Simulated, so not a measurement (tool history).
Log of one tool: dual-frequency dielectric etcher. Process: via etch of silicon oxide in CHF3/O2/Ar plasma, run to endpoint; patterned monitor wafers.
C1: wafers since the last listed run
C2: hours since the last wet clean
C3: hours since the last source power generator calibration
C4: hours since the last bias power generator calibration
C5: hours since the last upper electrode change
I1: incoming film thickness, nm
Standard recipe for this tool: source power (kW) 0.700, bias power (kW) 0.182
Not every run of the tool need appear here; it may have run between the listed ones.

Run 1, hour 0.0: usual settings but bias power (kW) 0.165; C1 0; C2 139.5; C3 2969.1; C4 2960.1; C5 3469.8; I1 589.1. Result: endpoint time (s) 313.9.
Run 2, hour 87.8: usual settings; C1 457; C2 227.3; C3 3056.9; C4 3047.9; C5 3557.6; I1 586.8. Result: endpoint time (s) 303.9.
Run 3, hour 112.8: usual settings; C1 130; C2 252.3; C3 3081.9; C4 3072.9; C5 3582.6; I1 579.9. Result: endpoint time (s) 299.7.
At hour 152.0: bias power generator calibrated.
At hour 154.3: upper electrode replaced.
Run 4, hour 154.8: usual settings but source power (kW) 0.610; C1 185; C2 294.3; C3 3123.9; C4 2.8; C5 0.5; I1 582.2. Result: endpoint time (s) 316.0.
Run 5, hour 168.6: usual settings but source power (kW) 0.560; C1 71; C2 308.1; C3 3137.7; C4 16.6; C5 14.3; I1 585.6. Result: endpoint time (s) 328.8.
Run 6, hour 200.4: usual settings but source power (kW) 0.560; C1 165; C2 339.9; C3 3169.5; C4 48.4; C5 46.1; I1 593.1. Result: endpoint time (s) 331.3.
At hour 211.2: source power generator calibrated.
Run 7, hour 231.3: usual settings; C1 140; C2 370.8; C3 20.1; C4 79.3; C5 77.0; I1 589.6. Result: endpoint time (s) 307.8.
Run 8, hour 262.4: usual settings but source power (kW) 0.560; C1 161; C2 401.9; C3 51.2; C4 110.4; C5 108.1; I1 592.0. Result: endpoint time (s) 330.5.
At hour 332.0: wet clean of the chamber.
Run 9, hour 332.5: usual settings; C1 240; C2 0.5; C3 121.3; C4 180.5; C5 178.2; I1 587.0. Result: endpoint time (s) 298.0.
Run 10, hour 348.2: usual settings but source power (kW) 0.630; C1 81; C2 16.2; C3 137.0; C4 196.2; C5 193.9; I1 588.1. Result: endpoint time (s) 310.8.
Run 11, hour 367.6: usual settings; C1 101; C2 35.6; C3 156.4; C4 215.6; C5 213.3; I1 588.0. Result: endpoint time (s) 300.7.
Run 12, hour 383.4: usual settings but bias power (kW) 0.210; C1 82; C2 51.4; C3 172.2; C4 231.4; C5 229.1; I1 589.1. Result: endpoint time (s) 288.6.
Run 13, hour 410.8: usual settings but source power (kW) 0.650; C1 142; C2 78.8; C3 199.6; C4 258.8; C5 256.5; I1 584.6. Result: endpoint time (s) 308.4.
Run 14, hour 429.0: usual settings but source power (kW) 0.590, bias power (kW) 0.165; C1 94; C2 97.0; C3 217.8; C4 277.0; C5 274.7; I1 581.8. Result: endpoint time (s) 323.4.
Run 15, hour 463.6: usual settings but source power (kW) 0.630, bias power (kW) 0.156; C1 180; C2 131.6; C3 252.4; C4 311.6; C5 309.3; I1 586.5. Result: endpoint time (s) 327.4.

Here are 5 independent what-if runs from the current tool condition. What would each one return?
Run A, hour 464.1: usual settings but source power (kW) 0.770; C1 2; C2 132.1; C3 252.9; C4 312.1; C5 309.8; I1 586.7. Result: endpoint time (s) ?.
Run B, hour 464.1: usual settings but source power (kW) 0.620; C1 2; C2 132.1; C3 252.9; C4 312.1; C5 309.8; I1 586.7. Result: endpoint time (s) ?.
Run C, hour 464.1: usual settings but source power (kW) 0.760, bias power (kW) 0.211; C1 2; C2 132.1; C3 252.9; C4 312.1; C5 309.8; I1 586.7. Result: endpoint time (s) ?.
Run D, hour 464.1: usual settings but source power (kW) 0.860, bias power (kW) 0.147; C1 2; C2 132.1; C3 252.9; C4 312.1; C5 309.8; I1 586.7. Result: endpoint time (s) ?.
Run E, hour 464.1: usual settings but source power (kW) 0.880, bias power (kW) 0.223; C1 2; C2 132.1; C3 252.9; C4 312.1; C5 309.8; I1 586.7. Result: endpoint time (s) ?.

run  endpoint time (s)
  A              290.4
  B              311.2
  C              278.9
  D              297.6
  E              261.4
Stripped of hidden state, with their random variation kept, the same runs would have yielded:
run  endpoint time (s)
  A              289.6
  B              310.3
  C              278.1
  D              296.7
  E              260.6
